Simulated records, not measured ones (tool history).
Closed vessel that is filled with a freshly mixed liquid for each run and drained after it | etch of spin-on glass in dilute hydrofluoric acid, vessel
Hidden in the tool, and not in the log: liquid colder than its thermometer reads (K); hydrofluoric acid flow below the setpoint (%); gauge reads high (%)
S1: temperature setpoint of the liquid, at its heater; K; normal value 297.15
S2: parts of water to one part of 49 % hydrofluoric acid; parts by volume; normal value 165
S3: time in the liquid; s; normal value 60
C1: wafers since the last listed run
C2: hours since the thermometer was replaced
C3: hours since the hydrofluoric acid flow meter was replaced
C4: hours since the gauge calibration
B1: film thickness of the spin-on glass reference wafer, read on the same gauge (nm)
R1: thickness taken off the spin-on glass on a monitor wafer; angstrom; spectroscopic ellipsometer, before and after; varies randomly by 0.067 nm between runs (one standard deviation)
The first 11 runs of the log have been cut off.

Run 12, hour 294.2: usual settings but S2 100 parts by volume; C1 2194; C2 2233.8; C3 911.7; C4 688.4; B1 119.99. Result: R1 170.2 angstrom.
At hour 310.4: gauge calibrated.
Run 13, hour 318.9: usual settings but S2 100 parts by volume; C1 2670; C2 2258.5; C3 936.4; C4 8.5; B1 119.99. Result: R1 171.1 angstrom.
Run 14, hour 338.3: usual settings; C1 2097; C2 2277.9; C3 955.8; C4 27.9; B1 120.01. Result: R1 95.3 angstrom.
Run 15, hour 366.7: usual settings; C1 3070; C2 2306.3; C3 984.2; C4 56.3; B1 120.04. Result: R1 96.7 angstrom.
Run 16, hour 390.6: usual settings; C1 2583; C2 2330.2; C3 1008.1; C4 80.2; B1 119.95. Result: R1 95.6 angstrom.
Run 17, hour 411.7: usual settings but S1 294.65 K, S2 205 parts by volume, S3 70 s; C1 2281; C2 2351.3; C3 1029.2; C4 101.3; B1 119.99. Result: R1 78.1 angstrom.
Run 18, hour 430.5: usual settings but S1 294.15 K, S2 140 parts by volume, S3 50 s; C1 2032; C2 2370.1; C3 1048; C4 120.1; B1 119.96. Result: R1 86.3 angstrom.
Run 19, hour 444.5: usual settings but S1 292.65 K, S2 110 parts by volume, S3 35 s; C1 1513; C2 2384.1; C3 1062; C4 134.1; B1 119.99. Result: R1 73.5 angstrom.
Run 20, hour 465.6: usual settings; C1 2281; C2 2405.2; C3 1083.1; C4 155.2; B1 120.02. Result: R1 95.2 angstrom.
Run 21, hour 494.1: usual settings but S1 299.65 K, S3 35 s; C1 3081; C2 2433.7; C3 1111.6; C4 183.7; B1 120.02. Result: R1 61 angstrom.
Run 22, hour 507.8: usual settings but S1 299.15 K, S3 95 s; C1 1481; C2 2447.4; C3 1125.3; C4 197.4; B1 119.98. Result: R1 162.3 angstrom.
Run 23, hour 536.6: usual settings; C1 3113; C2 2476.2; C3 1154.1; C4 226.2; B1 120.03. Result: R1 94.3 angstrom.
At hour 542.8: thermometer replaced.
Run 24, hour 549.1: usual settings; C1 1243; C2 6.3; C3 1166.6; C4 238.7; B1 120.05. Result: R1 104.3 angstrom.
Run 25, hour 576.6: usual settings; C1 2972; C2 33.8; C3 1194.1; C4 266.2; B1 120.01. Result: R1 104.3 angstrom.
Run 26, hour 596: usual settings but S1 292.65 K; C1 2097; C2 53.2; C3 1213.5; C4 285.6; B1 120.01. Result: R1 87.6 angstrom.
At hour 606.4: hydrofluoric acid flow meter replaced.
Run 27, hour 675.2: usual settings but S1 294.65 K, S2 245 parts by volume; C1 8454; C2 132.4; C3 68.8; C4 364.8; B1 120.02. Result: R1 62 angstrom.
Run 28, hour 708: usual settings but S2 240 parts by volume; C1 3545; C2 165.2; C3 101.6; C4 397.6; B1 120.06. Result: R1 69.6 angstrom.
Run 29, hour 723.8: usual settings but S2 105 parts by volume; C1 1708; C2 181; C3 117.4; C4 413.4; B1 120.01. Result: R1 183.6 angstrom.
Run 30, hour 736.3: usual settings but S1 299.15 K; C1 1351; C2 193.5; C3 129.9; C4 425.9; B1 120. Result: R1 117.8 angstrom.
Run 31, hour 762.2: usual settings; C1 2800; C2 219.4; C3 155.8; C4 451.8; B1 120.02. Result: R1 109.8 angstrom.
Run 32, hour 785.8: usual settings but S3 70 s; C1 2551; C2 243; C3 179.4; C4 475.4; B1 120. Result: R1 127.1 angstrom.

Below are 3 alternative next runs, each starting from the tool's condition after run 32. Predict each:
Run A, hour 786.5: usual settings but S3 50 s; C1 75; C2 243.7; C3 180.1; C4 476.1; B1 ?. Result: R1 ?.
Run B, hour 786.5: usual settings but S1 295.65 K, S2 205 parts by volume, S3 40 s; C1 75; C2 243.7; C3 180.1; C4 476.1; B1 ?. Result: R1 ?.
Run C, hour 786.5: usual settings but S1 299.65 K, S2 95 parts by volume; C1 75; C2 243.7; C3 180.1; C4 476.1; B1 ?. Result: R1 ?.

run   B1     R1
  A  120   91.1
  B  120   53.1
  C  120  227.6
Without the tool's hidden state the same runs would have given:
run     R1
  A   93.4
  B   54.4
  C  233.1
